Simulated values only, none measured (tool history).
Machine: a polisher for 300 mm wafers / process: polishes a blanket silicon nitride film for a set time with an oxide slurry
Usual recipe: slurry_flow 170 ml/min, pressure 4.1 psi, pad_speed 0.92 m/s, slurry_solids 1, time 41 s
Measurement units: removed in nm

run,day,slurry_flow,pressure,pad_speed,slurry_solids,time,wafers since the last listed run,wafers polished on this pad,hours since the slurry nozzle was cleaned,hours since the head pressure was calibrated,hours since the slurry blender was calibrated,hours since the conditioning disc was replaced,"incoming thickness of the incoming film, nm",removed
1,0,170,4.1,0.92,1,33,0,1194,235.5,290.1,153.3,194.1,362.2,21.3
2,0.575,170,4.1,0.92,1,33,181,1375,249.3,303.9,167.1,207.9,366.7,20.8
3,1.617,170,4.1,0.92,0.75,41,328,1704,274.3,328.9,192.1,232.9,354.1,22.4
# day 2.867: conditioning disc replaced and pad reconditioned
4,3.067,170,4.1,0.92,1,41,431,2135,309.1,363.7,226.9,4.8,360.9,26.2
5,3.708,170,4.7,0.64,1,41,202,2337,324.5,379.1,242.3,20.2,361.3,23.3
6,4.854,170,4.1,0.92,1,41,361,2699,352,406.6,269.8,47.7,366.5,25.6
7,5.808,170,4.1,1.22,1,28,300,3000,374.9,429.5,292.7,70.6,361.5,20.6
# day 7.142: worn pad replaced by a new one
8,7.925,170,4.1,0.92,1,41,615,246,425.7,480.3,343.5,121.4,359.1,25.2
# day 8.042: slurry blender recalibrated
9,8.633,170,4.1,0.92,1,41,197,443,442.7,497.3,14.2,138.4,360.7,25.1
# day 9.575: head pressure recalibrated
10,9.733,150,5,0.92,1,41,320,764,469.1,3.8,40.6,164.8,357.8,29.3
11,10.338,120,4.8,1.06,1,41,190,954,483.6,18.3,55.1,179.3,358.7,26.6
12,11.488,170,4.1,1.1,0.9,41,362,1317,511.2,45.9,82.7,206.9,353.7,28.6
13,12.629,195,5.4,1.16,1,41,360,1677,538.6,73.3,110.1,234.3,360.7,38.6
# day 13.088: conditioning disc replaced and pad reconditioned
14,13.667,140,5.1,0.76,1,50,300,1978,563.5,98.2,135,13.9,360.1,31.7
15,14.588,170,4.1,0.92,1,41,290,2269,585.6,120.3,157.1,36,360.6,26.8
16,15.129,170,4.1,0.92,1,41,170,2440,598.6,133.3,170.1,49,367.9,27
17,16.025,145,2.9,1.04,0.7,41,282,2722,620.1,154.8,191.6,70.5,355.5,17.9
# day 16.696: slurry nozzle cleaned
18,16.717,170,4.1,0.92,1.15,41,205,2927,0.5,171.4,208.2,87.1,359.2,28.6
19,17.429,120,4.1,0.92,1,41,224,3152,17.6,188.5,225.3,104.2,359.3,22
# day 18.188: worn pad replaced by a new one
20,18.217,170,2.8,0.92,1.1,30,195,9,36.5,207.4,244.2,123.1,360.6,16
21,18.971,225,3,0.92,1,41,237,247,54.6,225.5,262.3,141.2,358.2,23.4
22,19.796,220,4.1,0.92,1.3,41,260,507,74.4,245.3,282.1,161,358.8,31.7
23,20.946,170,3.5,0.92,1,41,362,870,102,272.9,309.7,188.6,361.6,23.7
# day 21.408: conditioning disc replaced and pad reconditioned
24,21.617,130,3.4,0.92,0.9,41,185,1055,118.1,289,325.8,5,357.7,19.8
25,22.792,150,5,0.92,1,41,370,1426,146.3,317.2,354,33.2,355.6,29
26,23.683,170,3.1,0.7,1,50,281,1707,167.7,338.6,375.4,54.6,361.3,23.3

Branching from run 26: 4 alternative next runs. What would each branch give?
A,23.7,195,4.1,0.92,1,41,5,1713,168.1,339,375.8,55,362.7,?
B,23.7,125,4.1,0.92,1,41,5,1713,168.1,339,375.8,55,362.7,?
C,23.7,140,4.1,0.92,1,41,5,1713,168.1,339,375.8,55,362.7,?
D,23.7,220,3.5,1.08,1,53,5,1713,168.1,339,375.8,55,362.7,?

run,removed
A,27.1
B,22.5
C,24.2
D,35.5
What these runs would have given with no unlogged condition in the tool:
run,removed
A,27.7
B,23
C,24.8
D,36.3
